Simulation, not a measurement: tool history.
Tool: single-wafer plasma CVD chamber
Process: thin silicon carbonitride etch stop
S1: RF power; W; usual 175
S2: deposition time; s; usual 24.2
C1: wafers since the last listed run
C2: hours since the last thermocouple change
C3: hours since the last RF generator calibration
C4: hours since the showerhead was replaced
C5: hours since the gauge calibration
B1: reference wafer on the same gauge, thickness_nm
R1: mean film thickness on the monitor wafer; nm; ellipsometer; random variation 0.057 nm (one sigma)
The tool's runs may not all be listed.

run	hour	S1	S2	C1	C2	C3	C4	C5	B1	R1
1	0	190	24.2	0	1035.6	99.1	4064.8	1322.2	16.79	14.7
2	65	190	24.2	1108	1100.6	164.1	4129.8	1387.2	16.819	14.702
# hour 99.1: thermocouple changed; heater temperature recalibrated
3	111.4	175	24.2	654	12.3	210.5	4176.2	1433.6	16.814	14.338
4	209.8	175	24.2	1677	110.7	308.9	4274.6	1532	16.803	14.308
5	292.4	175	24.2	1408	193.3	391.5	4357.2	1614.6	16.801	14.258
6	345.7	175	24.2	908	246.6	444.8	4410.5	1667.9	16.799	14.322
7	403	200	20.4	976	303.9	502.1	4467.8	1725.2	16.813	12.421
8	479.8	175	24.2	1309	380.7	578.9	4544.6	1802	16.808	14.35
9	541	175	24.2	1043	441.9	640.1	4605.8	1863.2	16.785	14.313
10	643.1	175	22.9	1740	544	742.2	4707.9	1965.3	16.838	13.487
11	685.5	175	22.9	722	586.4	784.6	4750.3	2007.7	16.786	13.423
12	751.5	175	22.9	1125	652.4	850.6	4816.3	2073.7	16.803	13.388
13	808.2	160	21.9	966	709.1	907.3	4873	2130.4	16.806	12.569
# hour 866.7: gauge calibrated
14	871.1	160	21.9	1072	772	970.2	4935.9	4.4	16.786	12.587
15	918.6	160	21.9	809	819.5	1017.7	4983.4	51.9	16.763	12.548
# hour 941.4: RF generator calibrated
16	979.9	170	24.2	908	880.8	38.5	5044.7	113.2	16.798	14.244
17	1073	185	26.3	1587	973.9	131.6	5137.8	206.3	16.802	15.741
18	1154.4	145	27.7	1387	1055.3	213	5219.2	287.7	16.773	15.686
# hour 1221.2: thermocouple changed; heater temperature recalibrated
# hour 1231.3: showerhead replaced, of another model than before
19	1231.8	170	24.2	1046	10.6	290.4	0.5	365.1	16.781	14.104
20	1309.1	140	23	1317	87.9	367.7	77.8	442.4	16.847	12.328
21	1388	200	20.7	1345	166.8	446.6	156.7	521.3	16.791	12.94
22	1473.4	175	24.2	1455	252.2	532	242.1	606.7	16.814	14.324
23	1555	190	24.2	1391	333.8	613.6	323.7	688.3	16.799	14.681
24	1640.6	195	22.2	1459	419.4	699.2	409.3	773.9	16.792	13.625
25	1816.5	200	28.8	2998	595.3	875.1	585.2	949.8	16.803	17.637
26	1870.9	145	24.2	927	649.7	929.5	639.6	1004.2	16.818	12.999
27	1953.5	165	22.4	1408	732.3	1012.1	722.2	1086.8	16.756	12.674
28	2005.1	190	21.5	879	783.9	1063.7	773.8	1138.4	16.796	12.849
29	2048.8	175	24.2	745	827.6	1107.4	817.5	1182.1	16.782	13.886
30	2132.8	195	20.2	1432	911.6	1191.4	901.5	1266.1	16.847	12.086
31	2195.2	175	25.6	1063	974	1253.8	963.9	1328.5	16.795	14.669
32	2255.5	185	21.6	1028	1034.3	1314.1	1024.2	1388.8	16.812	12.625

Forecast each of these 5 alternatives for the next run:
A	2255.9	175	26	6	1034.7	1314.5	1024.6	1389.2	?	?
B	2255.9	195	21.2	6	1034.7	1314.5	1024.6	1389.2	?	?
C	2255.9	155	23	6	1034.7	1314.5	1024.6	1389.2	?	?
D	2255.9	200	26.7	6	1034.7	1314.5	1024.6	1389.2	?	?
E	2255.9	165	24.2	6	1034.7	1314.5	1024.6	1389.2	?	?

run	B1	R1
A	16.811	14.737
B	16.811	12.558
C	16.811	12.38
D	16.811	15.976
E	16.811	13.382
Without the tool's hidden state the same runs would have given:
run	R1
A	15.436
B	13.153
C	12.967
D	16.734
E	14.016
